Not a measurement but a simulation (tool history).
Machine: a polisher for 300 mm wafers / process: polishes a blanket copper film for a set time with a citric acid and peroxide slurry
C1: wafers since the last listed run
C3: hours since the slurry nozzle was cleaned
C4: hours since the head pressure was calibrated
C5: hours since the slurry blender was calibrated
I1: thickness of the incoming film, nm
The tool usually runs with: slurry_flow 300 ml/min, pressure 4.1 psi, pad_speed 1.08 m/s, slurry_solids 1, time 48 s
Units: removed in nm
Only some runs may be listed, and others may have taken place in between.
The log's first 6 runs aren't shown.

{"run": 7, "day": 12.971, "slurry_flow": 300, "pressure": 3.5, "pad_speed": 1.08, "slurry_solids": 1, "time": 48, "C1": 227, "wafers polished on this pad": 764, "C3": 182.1, "C4": 314.9, "C5": 141.7, "I1": 804.1, "removed": 154.6}
{"run": 8, "day": 14.688, "slurry_flow": 300, "pressure": 3.5, "pad_speed": 1.08, "slurry_solids": 1, "time": 48, "C1": 364, "wafers polished on this pad": 1128, "C3": 223.3, "C4": 356.1, "C5": 182.9, "I1": 810, "removed": 152.5}
{"run": 9, "day": 16.242, "slurry_flow": 300, "pressure": 3.5, "pad_speed": 1.08, "slurry_solids": 1, "time": 48, "C1": 329, "wafers polished on this pad": 1458, "C3": 260.6, "C4": 393.4, "C5": 220.2, "I1": 812.1, "removed": 151.3}
{"run": 10, "day": 17.833, "slurry_flow": 300, "pressure": 4.1, "pad_speed": 1.08, "slurry_solids": 1, "time": 48, "C1": 337, "wafers polished on this pad": 1795, "C3": 298.8, "C4": 431.6, "C5": 258.4, "I1": 814.6, "removed": 171.9}
{"day": 19.117, "done": "worn pad replaced by a new one"}
{"run": 11, "day": 19.796, "slurry_flow": 300, "pressure": 4.1, "pad_speed": 1.08, "slurry_solids": 1, "time": 48, "C1": 380, "wafers polished on this pad": 143, "C3": 345.9, "C4": 478.7, "C5": 305.5, "I1": 809.7, "removed": 171.3}
{"run": 12, "day": 22.054, "slurry_flow": 300, "pressure": 4.1, "pad_speed": 1.08, "slurry_solids": 1, "time": 48, "C1": 478, "wafers polished on this pad": 622, "C3": 400.1, "C4": 532.9, "C5": 359.7, "I1": 812, "removed": 168.7}
{"day": 22.371, "done": "slurry blender recalibrated"}
{"run": 13, "day": 23.362, "slurry_flow": 300, "pressure": 4.1, "pad_speed": 1.36, "slurry_solids": 1, "time": 48, "C1": 259, "wafers polished on this pad": 882, "C3": 431.5, "C4": 564.3, "C5": 23.8, "I1": 809.5, "removed": 212.4}
{"run": 14, "day": 25.675, "slurry_flow": 300, "pressure": 5, "pad_speed": 1.08, "slurry_solids": 1, "time": 48, "C1": 490, "wafers polished on this pad": 1373, "C3": 487, "C4": 619.8, "C5": 79.3, "I1": 809.9, "removed": 205.6}
{"run": 15, "day": 26.779, "slurry_flow": 300, "pressure": 5, "pad_speed": 1.08, "slurry_solids": 1, "time": 48, "C1": 234, "wafers polished on this pad": 1607, "C3": 513.5, "C4": 646.3, "C5": 105.8, "I1": 803, "removed": 207}
{"run": 16, "day": 29.142, "slurry_flow": 300, "pressure": 4.1, "pad_speed": 0.78, "slurry_solids": 1, "time": 37, "C1": 501, "wafers polished on this pad": 2108, "C3": 570.2, "C4": 703, "C5": 162.5, "I1": 821.4, "removed": 106.9}
{"day": 29.754, "done": "worn pad replaced by a new one, of another model than before"}
{"run": 17, "day": 30.888, "slurry_flow": 300, "pressure": 4.1, "pad_speed": 1.36, "slurry_solids": 1, "time": 48, "C1": 334, "wafers polished on this pad": 240, "C3": 612.1, "C4": 744.9, "C5": 204.4, "I1": 820.6, "removed": 199.4}
{"run": 18, "day": 32.175, "slurry_flow": 300, "pressure": 4.1, "pad_speed": 1.36, "slurry_solids": 1, "time": 48, "C1": 273, "wafers polished on this pad": 513, "C3": 643, "C4": 775.8, "C5": 235.3, "I1": 806, "removed": 197.9}
{"run": 19, "day": 34.971, "slurry_flow": 355, "pressure": 4.1, "pad_speed": 1.08, "slurry_solids": 1.1, "time": 48, "C1": 592, "wafers polished on this pad": 1106, "C3": 710.1, "C4": 842.9, "C5": 302.4, "I1": 793.4, "removed": 176.5}
{"day": 35.346, "done": "head pressure recalibrated"}
{"day": 36.85, "done": "slurry blender recalibrated"}
{"run": 20, "day": 37.062, "slurry_flow": 300, "pressure": 4.1, "pad_speed": 0.84, "slurry_solids": 1.15, "time": 55, "C1": 408, "wafers polished on this pad": 1514, "C3": 760.3, "C4": 41.2, "C5": 5.1, "I1": 807.6, "removed": 180.7}
{"run": 21, "day": 38.133, "slurry_flow": 300, "pressure": 2.9, "pad_speed": 1.08, "slurry_solids": 0.75, "time": 48, "C1": 227, "wafers polished on this pad": 1741, "C3": 786, "C4": 66.9, "C5": 30.8, "I1": 797.9, "removed": 148.4}
{"run": 22, "day": 40.333, "slurry_flow": 300, "pressure": 4.1, "pad_speed": 1.08, "slurry_solids": 1, "time": 48, "C1": 466, "wafers polished on this pad": 2207, "C3": 838.8, "C4": 119.7, "C5": 83.6, "I1": 809.9, "removed": 175.4}
{"run": 23, "day": 41.971, "slurry_flow": 300, "pressure": 4.1, "pad_speed": 1.34, "slurry_solids": 1.1, "time": 48, "C1": 347, "wafers polished on this pad": 2555, "C3": 878.1, "C4": 159, "C5": 122.9, "I1": 809, "removed": 200.3}
{"day": 42.175, "done": "worn pad replaced by a new one"}
{"day": 43.45, "done": "slurry nozzle cleaned"}
{"run": 24, "day": 43.638, "slurry_flow": 300, "pressure": 4.1, "pad_speed": 1.08, "slurry_solids": 1.2, "time": 32, "C1": 309, "wafers polished on this pad": 301, "C3": 4.5, "C4": 199, "C5": 162.9, "I1": 815.1, "removed": 119.6}
{"run": 25, "day": 45.525, "slurry_flow": 380, "pressure": 3.1, "pad_speed": 1.08, "slurry_solids": 0.7, "time": 36, "C1": 400, "wafers polished on this pad": 701, "C3": 49.8, "C4": 244.3, "C5": 208.2, "I1": 813.2, "removed": 115.9}
{"run": 26, "day": 46.992, "slurry_flow": 300, "pressure": 4.1, "pad_speed": 1.08, "slurry_solids": 1, "time": 48, "C1": 311, "wafers polished on this pad": 1012, "C3": 85, "C4": 279.5, "C5": 243.4, "I1": 815.8, "removed": 172.2}
{"run": 27, "day": 48.054, "slurry_flow": 400, "pressure": 3.1, "pad_speed": 1.08, "slurry_solids": 1, "time": 48, "C1": 225, "wafers polished on this pad": 1238, "C3": 110.5, "C4": 305, "C5": 268.9, "I1": 805.8, "removed": 157.5}
{"run": 28, "day": 50.346, "slurry_flow": 300, "pressure": 4.1, "pad_speed": 1.28, "slurry_solids": 1.25, "time": 48, "C1": 486, "wafers polished on this pad": 1724, "C3": 165.5, "C4": 360, "C5": 323.9, "I1": 812.6, "removed": 194.1}
{"day": 52.042, "done": "slurry blender recalibrated"}
{"run": 29, "day": 52.112, "slurry_flow": 250, "pressure": 4.1, "pad_speed": 1.08, "slurry_solids": 0.8, "time": 48, "C1": 356, "wafers polished on this pad": 2081, "C3": 207.9, "C4": 402.4, "C5": 1.7, "I1": 805.6, "removed": 163.8}
{"run": 30, "day": 53.267, "slurry_flow": 300, "pressure": 3.5, "pad_speed": 1.08, "slurry_solids": 1, "time": 48, "C1": 244, "wafers polished on this pad": 2325, "C3": 235.6, "C4": 430.1, "C5": 29.4, "I1": 806.5, "removed": 164.5}
{"day": 54.95, "done": "worn pad replaced by a new one"}
{"run": 31, "day": 56.229, "slurry_flow": 300, "pressure": 4.1, "pad_speed": 1.08, "slurry_solids": 1, "time": 48, "C1": 592, "wafers polished on this pad": 271, "C3": 306.7, "C4": 501.2, "C5": 100.5, "I1": 806.3, "removed": 173.4}

Below are 3 alternative next runs, each starting from the tool's condition after run 31. Predict each:
{"run": "A", "day": 56.246, "slurry_flow": 300, "pressure": 4.1, "pad_speed": 0.82, "slurry_solids": 1, "time": 48, "C1": 3, "wafers polished on this pad": 275, "C3": 307.1, "C4": 501.6, "C5": 100.9, "I1": 811.6, "removed": "?"}
{"run": "B", "day": 56.246, "slurry_flow": 300, "pressure": 4.9, "pad_speed": 1.2, "slurry_solids": 0.9, "time": 58, "C1": 3, "wafers polished on this pad": 275, "C3": 307.1, "C4": 501.6, "C5": 100.9, "I1": 811.6, "removed": "?"}
{"run": "C", "day": 56.246, "slurry_flow": 300, "pressure": 4.1, "pad_speed": 1.08, "slurry_solids": 1, "time": 64, "C1": 3, "wafers polished on this pad": 275, "C3": 307.1, "C4": 501.6, "C5": 100.9, "I1": 811.6, "removed": "?"}

run=A removed=152.8
run=B removed=245.2
run=C removed=236
Without the tool's hidden state the same runs would have given:
run=A removed=155.4
run=B removed=249.3
run=C removed=240
